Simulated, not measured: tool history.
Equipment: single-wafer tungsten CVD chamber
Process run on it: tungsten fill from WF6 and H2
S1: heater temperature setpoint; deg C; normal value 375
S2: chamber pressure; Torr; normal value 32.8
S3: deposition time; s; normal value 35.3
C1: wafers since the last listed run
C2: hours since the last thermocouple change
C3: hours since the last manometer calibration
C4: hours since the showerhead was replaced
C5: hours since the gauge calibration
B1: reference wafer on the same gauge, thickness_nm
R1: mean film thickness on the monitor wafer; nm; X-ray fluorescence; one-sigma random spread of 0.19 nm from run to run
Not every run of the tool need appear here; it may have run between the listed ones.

run     day   S1    S2    S3    C1      C2      C3      C4      C5      B1      R1
  1   0.000  375  32.8  35.3     0  1207.5  1757.9  6158.3   938.1  78.628  63.230
  2   4.229  382  32.8  35.3  2713  1309.0  1859.4  6259.8  1039.6  78.596  72.014
  3   6.762  382  32.8  35.3  1625  1369.8  1920.2  6320.6  1100.4  78.623  72.072
  4   8.733  382  32.8  35.3  1264  1417.1  1967.5  6367.9  1147.7  78.633  71.300
  5  20.179  379  32.8  35.3  7342  1691.8  2242.2  6642.6  1422.4  78.622  68.165
  6  24.062  379  32.8  35.3  2491  1785.0  2335.4  6735.8  1515.6  78.630  67.914
  7  28.104  379  32.8  35.3  2592  1882.0  2432.4  6832.8  1612.6  78.644  67.805
     28.979  -- gauge calibrated
     31.129  -- thermocouple changed; heater temperature recalibrated
  8  31.796  375  32.8  35.3  2154    16.0  2521.0  6921.4    67.6  78.651  65.173
  9  35.629  375  32.8  35.3  2459   108.0  2613.0  7013.4   159.6  78.585  64.996
 10  39.883  375  32.8  35.3  2729   210.1  2715.1  7115.5   261.7  78.629  65.023
 11  43.850  362  35.9  35.3  2544   305.3  2810.3  7210.7   356.9  78.607  51.838
 12  47.500  379  32.8  35.3  2341   392.9  2897.9  7298.3   444.5  78.587  69.721
     49.529  -- capacitance manometer re-zeroed and calibrated
 13  58.608  364  25.2  40.5  6912   659.5   217.9  7564.9   711.1  78.628  57.231
 14  62.958  375  32.8  35.3  2790   763.9   322.3  7669.3   815.5  78.607  64.864
     64.225  -- showerhead replaced
 15  67.454  375  32.8  28.7  2670   871.8   430.2    77.5   923.4  78.581  52.456
 16  69.158  375  32.8  30.7  1093   912.7   471.1   118.4   964.3  78.588  55.940
 17  70.858  375  32.8  35.3  1090   953.5   511.9   159.2  1005.1  78.620  64.072
 18  77.021  375  35.3  35.3  3953  1101.4   659.8   307.1  1153.0  78.646  65.245
 19  79.221  386  27.6  39.3  1411  1154.2   712.6   359.9  1205.8  78.625  83.685
 20  83.667  364  32.8  37.7  2852  1260.9   819.3   466.6  1312.5  78.593  55.214
 21  86.246  375  32.8  35.3  1654  1322.8   881.2   528.5  1374.4  78.576  63.659

Each row is a separate what-if for the run after 21, all from the same tool condition, not one after another. Results?
  A  86.262  375  32.8  35.3  10  1323.2  881.6  528.9  1374.8   ?   ?
  B  86.262  375  32.8  40.0  10  1323.2  881.6  528.9  1374.8   ?   ?
  C  86.262  375  32.8  39.9  10  1323.2  881.6  528.9  1374.8   ?   ?
  D  86.262  366  29.2  32.6  10  1323.2  881.6  528.9  1374.8   ?   ?
  E  86.262  375  38.9  35.3  10  1323.2  881.6  528.9  1374.8   ?   ?

run      B1      R1
  A  78.631  63.668
  B  78.631  72.177
  C  78.631  71.996
  D  78.631  48.380
  E  78.631  66.399
What these runs would have given with no unlogged condition in the tool:
run      R1
  A  66.215
  B  75.064
  C  74.876
  D  50.372
  E  69.055
